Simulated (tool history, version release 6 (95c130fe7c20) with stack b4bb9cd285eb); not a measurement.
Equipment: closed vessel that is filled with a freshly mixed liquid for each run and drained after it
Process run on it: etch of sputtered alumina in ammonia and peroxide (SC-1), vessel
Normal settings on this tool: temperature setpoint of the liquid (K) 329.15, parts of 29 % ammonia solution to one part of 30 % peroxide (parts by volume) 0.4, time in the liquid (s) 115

| run | hour | temperature setpoint of the liquid (K) | parts of 29 % ammonia solution to one part of 30 % peroxide (parts by volume) | time in the liquid (s) | read-back film thickness of the sputtered alumina reference wafer, read on the same gauge (nm) | thickness taken off the sputtered alumina on a monitor wafer (angstrom) |
|---|---|---|---|---|---|---|
| 1 | 0 | 329.15 | 0.55 | 165 | 80 | 173.9 |
| 2 | 76.1 | 329.15 | 0.55 | 165 | 80.04 | 174.1 |
| 3 | 148.3 | 329.15 | 0.55 | 165 | 79.98 | 172.2 |
| 4 | 207.9 | 329.15 | 0.4 | 115 | 80.03 | 115.7 |
| 5 | 466.1 | 329.15 | 0.4 | 115 | 80.02 | 116.3 |
| 6 | 551.4 | 329.15 | 0.4 | 115 | 79.99 | 113.9 |
|  | 623.4 | ammonia flow meter replaced |
| 7 | 626.7 | 329.15 | 0.4 | 115 | 79.98 | 114.2 |
|  | 632.8 | new drum of ammonia solution connected |
| 8 | 712 | 329.15 | 0.4 | 115 | 79.98 | 113.3 |
| 9 | 816.7 | 329.15 | 0.6 | 115 | 80.03 | 118.7 |
| 10 | 885.4 | 335.15 | 0.4 | 115 | 79.98 | 152.9 |
| 11 | 939.1 | 325.65 | 0.4 | 115 | 79.99 | 93.3 |
| 12 | 1010 | 321.15 | 0.45 | 140 | 80.01 | 88.9 |
| 13 | 1052.6 | 321.15 | 0.25 | 85 | 79.99 | 50.2 |
| 14 | 1143.4 | 329.15 | 0.4 | 115 | 80 | 111.8 |
| 15 | 1185.5 | 329.15 | 0.4 | 115 | 79.99 | 109.7 |
| 16 | 1244 | 335.65 | 0.4 | 115 | 80 | 157.7 |
|  | 1251.3 | thermometer replaced |
| 17 | 1351.4 | 329.15 | 0.4 | 115 | 79.99 | 117.5 |
| 18 | 1459.2 | 333.65 | 0.4 | 115 | 79.97 | 147.6 |
|  | 1471.1 | new drum of ammonia solution connected |
| 19 | 1554.4 | 329.15 | 0.4 | 115 | 79.98 | 115.7 |
|  | 1564 | ammonia flow meter replaced |
|  | 1587.6 | gauge calibrated |
| 20 | 1877.7 | 335.15 | 0.6 | 95 | 79.97 | 134.3 |
| 21 | 1966.8 | 333.65 | 0.2 | 115 | 79.99 | 133.6 |
| 22 | 2015 | 326.15 | 0.4 | 115 | 80.01 | 97.1 |
| 23 | 2100.2 | 320.65 | 0.4 | 150 | 80.01 | 93.2 |
| 24 | 2190.7 | 333.65 | 0.3 | 60 | 79.97 | 72.8 |
| 25 | 2259.4 | 329.15 | 0.5 | 115 | 80.02 | 115.6 |
| 26 | 2312.6 | 329.15 | 0.4 | 115 | 80 | 112.8 |
| 27 | 2372.1 | 329.15 | 0.4 | 145 | 79.98 | 139.4 |
|  | 2417 | new drum of ammonia solution connected |
| 28 | 2432.3 | 332.65 | 0.3 | 165 | 79.99 | 189.3 |

Give the tool's hidden conditions for every run:
ammonia flow above the setpoint (%): 0 across all the runs
ammonia solution weaker than its label (%): 0 across all the runs
gauge reads high (%): 0 across all the runs
H1: liquid colder than its thermometer reads (K)
| run | H1 |
|---|---|
| 1 | 0.12 |
| 2 | 0.184 |
| 3 | 0.243 |
| 4 | 0.293 |
| 5 | 0.507 |
| 6 | 0.578 |
| 7 | 0.64 |
| 8 | 0.711 |
| 9 | 0.798 |
| 10 | 0.855 |
| 11 | 0.899 |
| 12 | 0.958 |
| 13 | 0.993 |
| 14 | 1.07 |
| 15 | 1.1 |
| 16 | 1.15 |
| 17 | 0.128 |
| 18 | 0.217 |
| 19 | 0.296 |
| 20 | 0.564 |
| 21 | 0.638 |
| 22 | 0.678 |
| 23 | 0.749 |
| 24 | 0.824 |
| 25 | 0.881 |
| 26 | 0.925 |
| 27 | 0.974 |
| 28 | 1.02 |
